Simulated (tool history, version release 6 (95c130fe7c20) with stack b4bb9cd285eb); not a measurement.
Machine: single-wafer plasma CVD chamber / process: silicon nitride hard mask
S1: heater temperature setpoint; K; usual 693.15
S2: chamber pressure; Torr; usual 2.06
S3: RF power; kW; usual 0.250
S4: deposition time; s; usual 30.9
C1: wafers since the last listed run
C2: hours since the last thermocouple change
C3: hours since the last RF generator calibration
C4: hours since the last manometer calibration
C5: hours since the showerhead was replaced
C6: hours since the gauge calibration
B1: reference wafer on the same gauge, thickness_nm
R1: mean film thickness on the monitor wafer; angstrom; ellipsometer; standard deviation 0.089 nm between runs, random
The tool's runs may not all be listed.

run 1 day=0.000 | S1=693.15 S2=2.06 S3=0.250 S4=27.2 | C1=0 C2=1064.6 C3=1221.6 C4=1379.6 C5=2370.9 C6=800.9 | B1=39.632 | R1=286.64
run 2 day=2.912 | S1=693.15 S2=2.06 S3=0.250 S4=27.2 | C1=871 C2=1134.5 C3=1291.5 C4=1449.5 C5=2440.8 C6=870.8 | B1=39.717 | R1=287.50
run 3 day=7.275 | S1=693.15 S2=2.06 S3=0.250 S4=27.2 | C1=1304 C2=1239.2 C3=1396.2 C4=1554.2 C5=2545.5 C6=975.5 | B1=39.733 | R1=286.35
run 4 day=11.004 | S1=686.15 S2=2.06 S3=0.250 S4=30.9 | C1=1115 C2=1328.7 C3=1485.7 C4=1643.7 C5=2635.0 C6=1065.0 | B1=39.727 | R1=325.79
run 5 day=14.496 | S1=686.15 S2=2.06 S3=0.250 S4=30.9 | C1=1044 C2=1412.5 C3=1569.5 C4=1727.5 C5=2718.8 C6=1148.8 | B1=39.734 | R1=322.46
run 6 day=17.671 | S1=686.15 S2=2.06 S3=0.250 S4=30.9 | C1=949 C2=1488.7 C3=1645.7 C4=1803.7 C5=2795.0 C6=1225.0 | B1=39.760 | R1=323.14
-- day=19.254 gauge calibrated
run 7 day=19.700 | S1=693.15 S2=2.06 S3=0.250 S4=30.9 | C1=606 C2=1537.4 C3=1694.4 C4=1852.4 C5=2843.7 C6=10.7 | B1=39.666 | R1=321.99
run 8 day=21.267 | S1=693.15 S2=2.06 S3=0.250 S4=30.9 | C1=468 C2=1575.0 C3=1732.0 C4=1890.0 C5=2881.3 C6=48.3 | B1=39.734 | R1=320.64
run 9 day=24.225 | S1=693.15 S2=2.06 S3=0.250 S4=30.9 | C1=884 C2=1646.0 C3=1803.0 C4=1961.0 C5=2952.3 C6=119.3 | B1=39.705 | R1=320.14
-- day=25.100 thermocouple changed; heater temperature recalibrated
run 10 day=27.475 | S1=687.15 S2=2.06 S3=0.250 S4=30.9 | C1=872 C2=57.0 C3=1881.0 C4=2039.0 C5=3030.3 C6=197.3 | B1=39.729 | R1=319.13
-- day=28.042 capacitance manometer re-zeroed and calibrated
run 11 day=31.417 | S1=702.15 S2=2.44 S3=0.205 S4=33.3 | C1=1079 C2=151.6 C3=1975.6 C4=81.0 C5=3124.9 C6=291.9 | B1=39.715 | R1=303.30
-- day=32.475 RF generator calibrated
-- day=32.804 showerhead replaced
run 12 day=35.562 | S1=693.15 S2=2.06 S3=0.205 S4=30.9 | C1=1041 C2=251.1 C3=74.1 C4=180.5 C5=66.2 C6=391.4 | B1=39.687 | R1=286.81
run 13 day=39.921 | S1=678.15 S2=1.70 S3=0.230 S4=28.6 | C1=1303 C2=355.7 C3=178.7 C4=285.1 C5=170.8 C6=496.0 | B1=39.648 | R1=282.14
run 14 day=41.742 | S1=707.15 S2=2.06 S3=0.220 S4=30.9 | C1=544 C2=399.4 C3=222.4 C4=328.8 C5=214.5 C6=539.7 | B1=39.712 | R1=302.42
run 15 day=43.375 | S1=707.15 S2=2.06 S3=0.220 S4=30.9 | C1=488 C2=438.6 C3=261.6 C4=368.0 C5=253.7 C6=578.9 | B1=39.737 | R1=302.64
run 16 day=47.012 | S1=693.15 S2=2.06 S3=0.250 S4=30.9 | C1=1088 C2=525.9 C3=348.9 C4=455.3 C5=341.0 C6=666.2 | B1=39.726 | R1=337.93
run 17 day=48.858 | S1=678.15 S2=2.06 S3=0.230 S4=33.3 | C1=552 C2=570.2 C3=393.2 C4=499.6 C5=385.3 C6=710.5 | B1=39.703 | R1=341.20
run 18 day=51.404 | S1=693.15 S2=1.89 S3=0.270 S4=30.9 | C1=761 C2=631.3 C3=454.3 C4=560.7 C5=446.4 C6=771.6 | B1=39.673 | R1=352.01
run 19 day=53.817 | S1=693.15 S2=1.87 S3=0.250 S4=30.9 | C1=721 C2=689.2 C3=512.2 C4=618.6 C5=504.3 C6=829.5 | B1=39.727 | R1=328.47

Branching from run 19: 3 alternative next runs. What would each branch give?
run A day=53.833 | S1=693.15 S2=2.24 S3=0.250 S4=30.9 | C1=4 C2=689.6 C3=512.6 C4=619.0 C5=504.7 C6=829.9 | B1=? | R1=?
run B day=53.833 | S1=693.15 S2=2.06 S3=0.295 S4=37.0 | C1=4 C2=689.6 C3=512.6 C4=619.0 C5=504.7 C6=829.9 | B1=? | R1=?
run C day=53.833 | S1=685.15 S2=1.57 S3=0.285 S4=33.4 | C1=4 C2=689.6 C3=512.6 C4=619.0 C5=504.7 C6=829.9 | B1=? | R1=?

run=A B1=39.729 R1=341.07
run=B B1=39.729 R1=457.67
run=C B1=39.729 R1=379.93
With no hidden state in the tool, these same runs would have given:
run=A R1=349.45
run=B R1=468.52
run=C R1=389.35

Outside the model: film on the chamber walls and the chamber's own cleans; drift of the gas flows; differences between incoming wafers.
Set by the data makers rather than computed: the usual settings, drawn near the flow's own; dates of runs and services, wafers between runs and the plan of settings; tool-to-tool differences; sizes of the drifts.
